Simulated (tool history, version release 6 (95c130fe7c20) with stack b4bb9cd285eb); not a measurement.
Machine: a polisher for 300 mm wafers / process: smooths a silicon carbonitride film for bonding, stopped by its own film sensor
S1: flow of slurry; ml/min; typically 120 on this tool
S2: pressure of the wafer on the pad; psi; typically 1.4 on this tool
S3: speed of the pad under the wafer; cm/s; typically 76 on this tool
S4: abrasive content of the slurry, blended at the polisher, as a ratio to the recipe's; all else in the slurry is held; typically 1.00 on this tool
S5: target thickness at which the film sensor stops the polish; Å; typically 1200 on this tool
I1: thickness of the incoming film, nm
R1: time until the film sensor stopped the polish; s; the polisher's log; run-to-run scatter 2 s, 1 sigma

run   hour   S1   S2   S3    S4    S5     I1     R1
  1    0.0  120  1.4   76  1.00  1200  141.0  133.7
       4.5  -- head pressure recalibrated
  2   18.0  120  1.4   76  1.00  1200  138.3  114.9
  3   26.4  120  1.4   76  1.00  1200  136.7  106.1
      41.6  -- slurry blender recalibrated
  4   42.1  120  1.4   76  1.00  1200  141.2  136.9
  5   56.7  120  1.4   76  0.75  1200  139.4  145.6
  6   69.6  140  1.4   76  1.00  1200  142.4  140.7
  7   77.6  120  1.4   76  1.00  1200  143.2  150.4
  8   85.5  120  1.4   76  1.00  1200  139.7  131.7
  9  100.7  120  1.6   76  1.00  1240  139.6   90.8
 10  109.5  120  1.6   76  1.20  1130  140.8  145.9
 11  118.6  150  1.1   76  1.00  1200  139.8  159.7
 12  130.9  145  1.4   76  1.25  1200  140.1  117.9
 13  140.4  120  1.4   76  1.00  1200  138.8  129.1
 14  154.1  120  1.4   76  1.00  1200  141.3  144.4
 15  165.9  120  1.4   76  1.00  1200  138.5  122.7
     173.1  -- slurry nozzle cleaned
 16  175.6  120  1.2   50  1.00  1180  142.2  265.7
 17  191.1  120  1.4   98  0.90  1200  141.5  123.8
 18  208.1  110  1.4   76  1.00  1200  140.8  145.4
 19  217.9  120  1.6   76  0.75  1200  141.4  147.5
     231.9  -- worn pad replaced by a new one, of another model than before
 20  232.4   95  1.9   76  1.20  1140  138.4  122.2
 21  247.3  120  1.4  100  0.90  1200  139.8  114.4
 22  259.5   85  1.4   94  1.00  1200  139.5  130.1
 23  273.9  120  1.4   98  0.90  1200  143.2  135.4
 24  281.9  120  1.4   76  1.00  1200  138.5  119.1
 25  292.7  120  1.4   76  1.00  1200  139.2  122.0
 26  310.1  120  1.4   76  1.00  1180  141.7  152.4
 27  344.5  120  1.4   66  0.70  1200  142.7  195.0
 28  357.6  120  1.2   76  0.90  1180  139.9  166.5
 29  373.0  155  1.4   90  1.25  1270  139.5   64.2
 30  389.8  135  1.4   76  0.70  1200  140.4  156.4
     398.1  -- slurry nozzle cleaned
 31  402.5  120  1.4   76  1.00  1200  139.6  130.3

Branching from run 31: 3 alternative next runs. What would each branch give?
  A  403.0  120  1.4  76  1.00  1200  139.1   ?
  B  403.0  120  1.4  76  1.30  1180  139.1   ?
  C  403.0  120  1.4  76  0.90  1200  139.1   ?

run     R1
  A  126.6
  B  124.6
  C  133.3
Stripped of hidden state, with their random variation kept, the same runs would have yielded:
run     R1
  A  117.2
  B  115.5
  C  123.5
